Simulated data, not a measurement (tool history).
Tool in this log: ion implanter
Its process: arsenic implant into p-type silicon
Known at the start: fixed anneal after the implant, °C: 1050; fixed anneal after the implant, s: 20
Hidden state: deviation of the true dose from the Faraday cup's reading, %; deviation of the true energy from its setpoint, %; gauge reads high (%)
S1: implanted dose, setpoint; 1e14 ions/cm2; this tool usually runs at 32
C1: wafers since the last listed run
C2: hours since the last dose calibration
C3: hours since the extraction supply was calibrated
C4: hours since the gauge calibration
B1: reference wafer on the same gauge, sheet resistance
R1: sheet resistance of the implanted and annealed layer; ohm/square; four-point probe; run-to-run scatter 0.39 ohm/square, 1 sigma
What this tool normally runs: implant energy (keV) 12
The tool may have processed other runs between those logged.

run 1 hour=0 | S1=32 implant_energy_(keV)=12 | C1=0 C2=737.4 C3=6236.8 C4=2875.5 | B1=98.55 | R1=82.68
run 2 hour=60.2 | S1=32 implant_energy_(keV)=12 | C1=1424 C2=797.6 C3=6297 C4=2935.7 | B1=98.26 | R1=83.39
run 3 hour=104.3 | S1=32 implant_energy_(keV)=12 | C1=1043 C2=841.7 C3=6341.1 C4=2979.8 | B1=98 | R1=83.3
run 4 hour=201.5 | S1=38.48 implant_energy_(keV)=10.5 | C1=2299 C2=938.9 C3=6438.3 C4=3077 | B1=98.29 | R1=80.55
run 5 hour=277.7 | S1=38.48 implant_energy_(keV)=10.5 | C1=1802 C2=1015.1 C3=6514.5 C4=3153.2 | B1=98.13 | R1=80.48
run 6 hour=368.5 | S1=38.48 implant_energy_(keV)=10.5 | C1=2147 C2=1105.9 C3=6605.3 C4=3244 | B1=98.51 | R1=80.36
run 7 hour=553.4 | S1=38.72 implant_energy_(keV)=13 | C1=4373 C2=1290.8 C3=6790.2 C4=3428.9 | B1=98.27 | R1=77.87
-- hour=591.9 gauge calibrated
run 8 hour=618.6 | S1=32 implant_energy_(keV)=14.5 | C1=1542 C2=1356 C3=6855.4 C4=26.7 | B1=98.25 | R1=81.76
-- hour=638.4 Faraday cup replaced and dose calibrated
run 9 hour=661.9 | S1=32 implant_energy_(keV)=14.5 | C1=835 C2=23.5 C3=6898.7 C4=70 | B1=98.35 | R1=81.18
-- hour=673.4 extraction supply calibrated
run 10 hour=739.3 | S1=32 implant_energy_(keV)=14.5 | C1=1641 C2=100.9 C3=65.9 C4=147.4 | B1=98.41 | R1=80.99
run 11 hour=779.1 | S1=32 implant_energy_(keV)=12 | C1=941 C2=140.7 C3=105.7 C4=187.2 | B1=97.98 | R1=83.19
run 12 hour=823.2 | S1=32 implant_energy_(keV)=12 | C1=1043 C2=184.8 C3=149.8 C4=231.3 | B1=98.43 | R1=83.31
run 13 hour=916.2 | S1=32 implant_energy_(keV)=12 | C1=2200 C2=277.8 C3=242.8 C4=324.3 | B1=98.23 | R1=82.67
run 14 hour=1010.9 | S1=27.37 implant_energy_(keV)=12 | C1=2240 C2=372.5 C3=337.5 C4=419 | B1=98.21 | R1=85.6
run 15 hour=1078.7 | S1=27.37 implant_energy_(keV)=12 | C1=1603 C2=440.3 C3=405.3 C4=486.8 | B1=98.18 | R1=85.93
run 16 hour=1127.4 | S1=27.37 implant_energy_(keV)=12 | C1=1152 C2=489 C3=454 C4=535.5 | B1=98.35 | R1=85.69
run 17 hour=1174.9 | S1=40.11 implant_energy_(keV)=9.5 | C1=1123 C2=536.5 C3=501.5 C4=583 | B1=98.07 | R1=80.87
run 18 hour=1256.3 | S1=32 implant_energy_(keV)=12 | C1=1925 C2=617.9 C3=582.9 C4=664.4 | B1=98.43 | R1=82.27
run 19 hour=1315.7 | S1=23.36 implant_energy_(keV)=10.5 | C1=1405 C2=677.3 C3=642.3 C4=723.8 | B1=98.22 | R1=90.44
run 20 hour=1381.6 | S1=32 implant_energy_(keV)=12 | C1=1558 C2=743.2 C3=708.2 C4=789.7 | B1=98.33 | R1=82.44
run 21 hour=1417.9 | S1=35.14 implant_energy_(keV)=8.5 | C1=858 C2=779.5 C3=744.5 C4=826 | B1=98.35 | R1=83.52
run 22 hour=1456.4 | S1=32 implant_energy_(keV)=8 | C1=910 C2=818 C3=783 C4=864.5 | B1=98.25 | R1=85.81
run 23 hour=1553.5 | S1=28.89 implant_energy_(keV)=12 | C1=2296 C2=915.1 C3=880.1 C4=961.6 | B1=98.21 | R1=84.56
run 24 hour=1607.9 | S1=32 implant_energy_(keV)=14.5 | C1=1286 C2=969.5 C3=934.5 C4=1016 | B1=98.37 | R1=81.26
run 25 hour=1678.7 | S1=32 implant_energy_(keV)=12 | C1=1674 C2=1040.3 C3=1005.3 C4=1086.8 | B1=98.08 | R1=82.75
-- hour=1778.7 Faraday cup replaced and dose calibrated
run 26 hour=1783.2 | S1=35.16 implant_energy_(keV)=14 | C1=2282 C2=4.5 C3=1109.8 C4=1191.3 | B1=98.3 | R1=79.58
run 27 hour=1857 | S1=38.48 implant_energy_(keV)=10.5 | C1=1745 C2=78.3 C3=1183.6 C4=1265.1 | B1=98.39 | R1=80.91
run 28 hour=1944.7 | S1=36.75 implant_energy_(keV)=8 | C1=2074 C2=166 C3=1271.3 C4=1352.8 | B1=98.03 | R1=82.96
run 29 hour=1980.7 | S1=32 implant_energy_(keV)=8.5 | C1=851 C2=202 C3=1307.3 C4=1388.8 | B1=98.34 | R1=84.72
run 30 hour=2062.9 | S1=40.63 implant_energy_(keV)=12 | C1=1944 C2=284.2 C3=1389.5 C4=1471 | B1=98.46 | R1=79.34
run 31 hour=2137.6 | S1=39.4 implant_energy_(keV)=14.5 | C1=1767 C2=358.9 C3=1464.2 C4=1545.7 | B1=98.39 | R1=77.87
run 32 hour=2175 | S1=32 implant_energy_(keV)=12 | C1=884 C2=396.3 C3=1501.6 C4=1583.1 | B1=98.3 | R1=82.3
run 33 hour=2243.1 | S1=27.53 implant_energy_(keV)=10 | C1=1610 C2=464.4 C3=1569.7 C4=1651.2 | B1=98.21 | R1=86.94
run 34 hour=2288 | S1=39.1 implant_energy_(keV)=12 | C1=1062 C2=509.3 C3=1614.6 C4=1696.1 | B1=98.3 | R1=79.06
run 35 hour=2393 | S1=40.63 implant_energy_(keV)=12 | C1=2483 C2=614.3 C3=1719.6 C4=1801.1 | B1=98.32 | R1=78.26
run 36 hour=2468.2 | S1=32 implant_energy_(keV)=14.5 | C1=1778 C2=689.5 C3=1794.8 C4=1876.3 | B1=98.46 | R1=80.84

5 ways to go on from here, each from the tool as it stands after run 36. What would each give?
run A hour=2468.6 | S1=39.05 implant_energy_(keV)=12 | C1=9 C2=689.9 C3=1795.2 C4=1876.7 | B1=? | R1=?
run B hour=2468.6 | S1=41.03 implant_energy_(keV)=16 | C1=9 C2=689.9 C3=1795.2 C4=1876.7 | B1=? | R1=?
run C hour=2468.6 | S1=22.9 implant_energy_(keV)=9 | C1=9 C2=689.9 C3=1795.2 C4=1876.7 | B1=? | R1=?
run D hour=2468.6 | S1=37.29 implant_energy_(keV)=8 | C1=9 C2=689.9 C3=1795.2 C4=1876.7 | B1=? | R1=?
run E hour=2468.6 | S1=24.74 implant_energy_(keV)=10.5 | C1=9 C2=689.9 C3=1795.2 C4=1876.7 | B1=? | R1=?

run=A B1=98.03 R1=79.28
run=B B1=98.03 R1=75.62
run=C B1=98.03 R1=91.87
run=D B1=98.03 R1=82.47
run=E B1=98.03 R1=89.07
Take away the tool's hidden state, keep each run's random variation, and the runs would have read:
run=A R1=79.28
run=B R1=75.62
run=C R1=91.87
run=D R1=82.47
run=E R1=89.07

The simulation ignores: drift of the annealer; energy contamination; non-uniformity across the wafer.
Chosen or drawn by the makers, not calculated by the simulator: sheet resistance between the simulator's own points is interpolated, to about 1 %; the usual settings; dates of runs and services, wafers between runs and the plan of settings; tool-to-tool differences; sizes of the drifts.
